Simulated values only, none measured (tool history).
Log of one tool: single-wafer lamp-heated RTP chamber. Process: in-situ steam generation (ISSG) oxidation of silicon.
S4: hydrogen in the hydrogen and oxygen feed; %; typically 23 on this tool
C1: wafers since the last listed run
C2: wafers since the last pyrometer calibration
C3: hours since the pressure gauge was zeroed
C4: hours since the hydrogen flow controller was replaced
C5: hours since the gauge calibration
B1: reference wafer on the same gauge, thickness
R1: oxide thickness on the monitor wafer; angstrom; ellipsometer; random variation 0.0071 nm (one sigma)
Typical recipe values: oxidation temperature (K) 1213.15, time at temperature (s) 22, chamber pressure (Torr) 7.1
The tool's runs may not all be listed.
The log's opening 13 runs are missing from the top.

run 14 hour=626.4 | oxidation_temperature_(K)=1213.15 time_at_temperature_(s)=22 chamber_pressure_(Torr)=6.9 S4=23 | C1=362 C2=3163 C3=3462.4 C4=578.2 C5=615.0 | B1=4.808 | R1=48.32
run 15 hour=662.2 | oxidation_temperature_(K)=1213.15 time_at_temperature_(s)=17 chamber_pressure_(Torr)=7.1 S4=32 | C1=357 C2=3521 C3=3498.2 C4=614.0 C5=650.8 | B1=4.809 | R1=47.99
-- hour=700.8 pressure gauge zeroed
run 16 hour=701.3 | oxidation_temperature_(K)=1213.15 time_at_temperature_(s)=22 chamber_pressure_(Torr)=7.1 S4=26 | C1=310 C2=3832 C3=0.5 C4=653.1 C5=689.9 | B1=4.808 | R1=50.05
run 17 hour=748.5 | oxidation_temperature_(K)=1197.15 time_at_temperature_(s)=22 chamber_pressure_(Torr)=7.1 S4=17 | C1=471 C2=4303 C3=47.7 C4=700.3 C5=737.1 | B1=4.811 | R1=43.25
-- hour=762.6 pyrometer window cleaned and pyrometer calibrated
run 18 hour=777.6 | oxidation_temperature_(K)=1217.15 time_at_temperature_(s)=22 chamber_pressure_(Torr)=7.1 S4=23 | C1=210 C2=149 C3=76.8 C4=729.4 C5=766.2 | B1=4.808 | R1=48.31
run 19 hour=815.9 | oxidation_temperature_(K)=1213.15 time_at_temperature_(s)=22 chamber_pressure_(Torr)=8.1 S4=30 | C1=382 C2=532 C3=115.1 C4=767.7 C5=804.5 | B1=4.811 | R1=51.26
run 20 hour=845.9 | oxidation_temperature_(K)=1197.15 time_at_temperature_(s)=28 chamber_pressure_(Torr)=7.1 S4=13 | C1=299 C2=831 C3=145.1 C4=797.7 C5=834.5 | B1=4.809 | R1=44.74
run 21 hour=873.5 | oxidation_temperature_(K)=1213.15 time_at_temperature_(s)=22 chamber_pressure_(Torr)=7.1 S4=23 | C1=275 C2=1107 C3=172.7 C4=825.3 C5=862.1 | B1=4.810 | R1=47.98
run 22 hour=943.2 | oxidation_temperature_(K)=1213.15 time_at_temperature_(s)=22 chamber_pressure_(Torr)=8.5 S4=23 | C1=696 C2=1803 C3=242.4 C4=895.0 C5=931.8 | B1=4.807 | R1=48.04
run 23 hour=1103.8 | oxidation_temperature_(K)=1213.15 time_at_temperature_(s)=15 chamber_pressure_(Torr)=7.8 S4=23 | C1=1604 C2=3408 C3=403.0 C4=1055.6 C5=1092.4 | B1=4.809 | R1=41.87
run 24 hour=1153.0 | oxidation_temperature_(K)=1196.15 time_at_temperature_(s)=18 chamber_pressure_(Torr)=8.5 S4=23 | C1=491 C2=3899 C3=452.2 C4=1104.8 C5=1141.6 | B1=4.813 | R1=42.77
-- hour=1188.8 pyrometer window cleaned and pyrometer calibrated
run 25 hour=1219.7 | oxidation_temperature_(K)=1213.15 time_at_temperature_(s)=22 chamber_pressure_(Torr)=7.1 S4=23 | C1=586 C2=308 C3=518.9 C4=1171.5 C5=1208.3 | B1=4.809 | R1=47.95
run 26 hour=1265.0 | oxidation_temperature_(K)=1213.15 time_at_temperature_(s)=22 chamber_pressure_(Torr)=7.1 S4=23 | C1=452 C2=761 C3=564.2 C4=1216.8 C5=1253.6 | B1=4.810 | R1=48.11
run 27 hour=1310.1 | oxidation_temperature_(K)=1213.15 time_at_temperature_(s)=22 chamber_pressure_(Torr)=7.1 S4=23 | C1=450 C2=1211 C3=609.3 C4=1261.9 C5=1298.7 | B1=4.810 | R1=48.27
-- hour=1363.8 gauge calibrated
run 28 hour=1368.9 | oxidation_temperature_(K)=1206.15 time_at_temperature_(s)=22 chamber_pressure_(Torr)=7.1 S4=23 | C1=587 C2=1799 C3=668.1 C4=1320.7 C5=5.1 | B1=4.810 | R1=47.22
run 29 hour=1398.5 | oxidation_temperature_(K)=1195.15 time_at_temperature_(s)=22 chamber_pressure_(Torr)=7.1 S4=19 | C1=295 C2=2095 C3=697.7 C4=1350.3 C5=34.7 | B1=4.809 | R1=43.72
run 30 hour=1446.9 | oxidation_temperature_(K)=1203.15 time_at_temperature_(s)=27 chamber_pressure_(Torr)=6.9 S4=23 | C1=483 C2=2578 C3=746.1 C4=1398.7 C5=83.1 | B1=4.812 | R1=50.94
run 31 hour=1517.4 | oxidation_temperature_(K)=1213.15 time_at_temperature_(s)=22 chamber_pressure_(Torr)=7.1 S4=17 | C1=704 C2=3282 C3=816.6 C4=1469.2 C5=153.6 | B1=4.809 | R1=45.26

4 ways to go on from here, each from the tool as it stands after run 31. What would each give?
run A hour=1517.9 | oxidation_temperature_(K)=1213.15 time_at_temperature_(s)=22 chamber_pressure_(Torr)=7.1 S4=13 | C1=4 C2=3287 C3=817.1 C4=1469.7 C5=154.1 | B1=? | R1=?
run B hour=1517.9 | oxidation_temperature_(K)=1228.15 time_at_temperature_(s)=25 chamber_pressure_(Torr)=6.9 S4=23 | C1=4 C2=3287 C3=817.1 C4=1469.7 C5=154.1 | B1=? | R1=?
run C hour=1517.9 | oxidation_temperature_(K)=1206.15 time_at_temperature_(s)=28 chamber_pressure_(Torr)=7.1 S4=15 | C1=4 C2=3287 C3=817.1 C4=1469.7 C5=154.1 | B1=? | R1=?
run D hour=1517.9 | oxidation_temperature_(K)=1213.15 time_at_temperature_(s)=22 chamber_pressure_(Torr)=7.1 S4=28 | C1=4 C2=3287 C3=817.1 C4=1469.7 C5=154.1 | B1=? | R1=?

run=A B1=4.810 R1=42.61
run=B B1=4.810 R1=53.60
run=C B1=4.810 R1=47.71
run=D B1=4.810 R1=51.00
Without the tool's hidden state the same runs would have given:
run=A R1=41.82
run=B R1=52.48
run=C R1=46.80
run=D R1=50.02
